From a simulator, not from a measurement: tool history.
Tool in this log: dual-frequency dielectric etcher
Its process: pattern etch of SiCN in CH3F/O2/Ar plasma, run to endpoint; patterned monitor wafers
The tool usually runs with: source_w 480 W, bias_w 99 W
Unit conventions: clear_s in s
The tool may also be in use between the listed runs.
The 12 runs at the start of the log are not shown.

run   hour  source_w  bias_w  incoming incoming film thickness, nm  clear_s
 13  172.4       480      79                                 10.08     19.9
 14  185.6       540      99                                  9.92     16.8
 15  192.7       540      99                                 10.07       17
 16  210.3       540      99                                 10.01     17.2
 17  219.1       480     121                                    10     16.4
     249.5  -- source power generator calibrated
     254.2  -- upper electrode replaced
 18  254.7       580     121                                 10.01     15.3
 19    255       380     122                                  9.99     17.6
 20  255.3       520      79                                  9.96     18.9
 21  259.5       430     110                                 10.06     17.9
 22  272.5       560     106                                 10.06     16.6
 23  287.6       480      99                                  10.1     17.9
 24  295.6       380      85                                  9.92     20.5
 25  312.3       530      83                                 10.03     18.9
 26  319.3       480      82                                  9.99     19.5
 27  329.1       480     110                                 10.04     16.9
 28  337.4       480      99                                 10.03     18.2
 29  344.9       480     116                                  9.98     16.4

For run 30, what comes out?
 30   351       480      79                                 10.02        ?

Run 30 produced clear_s 19.8 s.
Without the tool's hidden state the same run would have given clear_s 19.8 s.
